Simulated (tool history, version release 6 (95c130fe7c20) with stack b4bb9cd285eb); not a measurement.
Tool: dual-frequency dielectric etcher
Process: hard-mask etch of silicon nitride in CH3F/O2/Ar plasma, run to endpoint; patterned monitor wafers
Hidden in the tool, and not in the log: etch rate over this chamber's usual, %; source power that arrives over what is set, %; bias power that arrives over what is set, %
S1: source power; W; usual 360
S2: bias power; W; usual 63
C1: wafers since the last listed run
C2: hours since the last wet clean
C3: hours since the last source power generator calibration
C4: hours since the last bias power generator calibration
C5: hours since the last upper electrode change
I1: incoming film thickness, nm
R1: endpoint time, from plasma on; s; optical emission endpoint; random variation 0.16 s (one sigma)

run,hour,S1,S2,C1,C2,C3,C4,C5,I1,R1
1,0.0,360,63,0,367.0,1862.1,3414.4,2747.0,28.09,42.9
# hour 49.0: wet clean of the chamber
2,49.5,360,63,392,0.5,1911.6,3463.9,2796.5,28.09,42.8
3,63.2,360,63,210,14.2,1925.3,3477.6,2810.2,28.02,42.9
4,88.0,360,63,381,39.0,1950.1,3502.4,2835.0,27.94,42.8
5,124.6,360,63,563,75.6,1986.7,3539.0,2871.6,27.64,42.3
6,158.5,360,63,522,109.5,2020.6,3572.9,2905.5,28.22,43.1
7,191.7,360,63,511,142.7,2053.8,3606.1,2938.7,28.09,43.0
8,256.8,360,63,1002,207.8,2118.9,3671.2,3003.8,28.29,43.2
9,304.6,360,63,736,255.6,2166.7,3719.0,3051.6,28.38,43.0
10,352.5,360,63,737,303.5,2214.6,3766.9,3099.5,27.82,42.4
11,413.0,360,63,931,364.0,2275.1,3827.4,3160.0,28.39,43.5
# hour 437.5: wet clean of the chamber
12,464.1,360,56,417,26.6,2326.2,3878.5,3211.1,28.26,43.7
13,515.9,390,71,797,78.4,2378.0,3930.3,3262.9,28.21,41.2

The next listed run, before its measurement:
14,550.2,290,72,528,112.7,2412.3,3964.6,3297.2,28.38,?

{"run 14": {"R1": 44.5}}
Without the tool's hidden state the same run would have given R1 44.5 s.
